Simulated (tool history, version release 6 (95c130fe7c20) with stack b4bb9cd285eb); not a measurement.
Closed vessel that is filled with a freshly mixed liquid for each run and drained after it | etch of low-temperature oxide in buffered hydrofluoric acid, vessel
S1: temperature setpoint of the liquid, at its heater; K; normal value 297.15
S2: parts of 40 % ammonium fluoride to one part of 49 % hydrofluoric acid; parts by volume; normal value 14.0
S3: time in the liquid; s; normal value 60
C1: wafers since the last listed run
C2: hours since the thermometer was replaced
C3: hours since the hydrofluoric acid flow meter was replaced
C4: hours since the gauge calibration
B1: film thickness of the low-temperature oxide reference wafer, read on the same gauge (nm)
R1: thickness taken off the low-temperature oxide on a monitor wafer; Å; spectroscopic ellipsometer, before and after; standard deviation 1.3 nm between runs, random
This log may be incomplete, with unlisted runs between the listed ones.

Run 1, hour 0.0: usual settings but S1 299.15 K; C1 0; C2 552.8; C3 816.2; C4 249.1; B1 89.99. Result: R1 2046.7 Å.
Run 2, hour 35.6: usual settings but S1 299.15 K; C1 2723; C2 588.4; C3 851.8; C4 284.7; B1 89.97. Result: R1 2059.2 Å.
Run 3, hour 70.3: usual settings but S1 299.15 K; C1 2654; C2 623.1; C3 886.5; C4 319.4; B1 90.02. Result: R1 2049.8 Å.
Run 4, hour 115.0: usual settings; C1 3419; C2 667.8; C3 931.2; C4 364.1; B1 90.03. Result: R1 1842.5 Å.
Run 5, hour 177.7: usual settings but S2 18.0 parts by volume; C1 4797; C2 730.5; C3 993.9; C4 426.8; B1 90.01. Result: R1 1422.2 Å.
Run 6, hour 233.9: usual settings but S2 18.0 parts by volume; C1 4299; C2 786.7; C3 1050.1; C4 483.0; B1 90.00. Result: R1 1403.7 Å.
At hour 282.4: hydrofluoric acid flow meter replaced.
At hour 284.8: gauge calibrated.
Run 7, hour 312.9: usual settings but S2 18.0 parts by volume; C1 5967; C2 865.7; C3 30.5; C4 28.1; B1 90.03. Result: R1 1532.2 Å.
Run 8, hour 359.7: usual settings but S2 18.0 parts by volume; C1 3580; C2 912.5; C3 77.3; C4 74.9; B1 90.06. Result: R1 1524.2 Å.
Run 9, hour 431.5: usual settings but S1 293.65 K, S2 9.0 parts by volume, S3 35 s; C1 5493; C2 984.3; C3 149.1; C4 146.7; B1 90.06. Result: R1 1397.5 Å.
Run 10, hour 497.0: usual settings; C1 5011; C2 1049.8; C3 214.6; C4 212.2; B1 90.01. Result: R1 1920.5 Å.
Run 11, hour 531.1: usual settings but S3 40 s; C1 2608; C2 1083.9; C3 248.7; C4 246.3; B1 90.03. Result: R1 1277.8 Å.
At hour 559.1: thermometer replaced.
Run 12, hour 564.3: usual settings but S1 293.15 K; C1 2463; C2 5.2; C3 281.9; C4 279.5; B1 89.99. Result: R1 1539.0 Å.
Run 13, hour 635.1: usual settings but S1 299.65 K, S2 18.0 parts by volume, S3 90 s; C1 5416; C2 76.0; C3 352.7; C4 350.3; B1 89.96. Result: R1 2545.3 Å.
Run 14, hour 717.3: usual settings but S1 301.65 K, S3 30 s; C1 6289; C2 158.2; C3 434.9; C4 432.5; B1 89.96. Result: R1 1205.9 Å.

Pick out some run-to-run changes in R1. Of each, how much would a tool without hidden state show as well, from the settings, what came in and chance, and how much is left for the hidden state and any gauge scatter not in both results compared?
The hidden state here: liquid colder than its thermometer reads (K); hydrofluoric acid flow below the setpoint (%); gauge reads high (%).
Run 6 -> 7: hydrofluoric acid flow meter replaced, gauge calibrated. R1 +128.5 Å: hidden state +119.2, all else +9.3.
Run 13 -> 14: S1 299.65 -> 301.65, S2 18.0 -> 14.0, S3 90 -> 30. R1 -1339.4 Å: hidden state +53.6, all else -1393.0.

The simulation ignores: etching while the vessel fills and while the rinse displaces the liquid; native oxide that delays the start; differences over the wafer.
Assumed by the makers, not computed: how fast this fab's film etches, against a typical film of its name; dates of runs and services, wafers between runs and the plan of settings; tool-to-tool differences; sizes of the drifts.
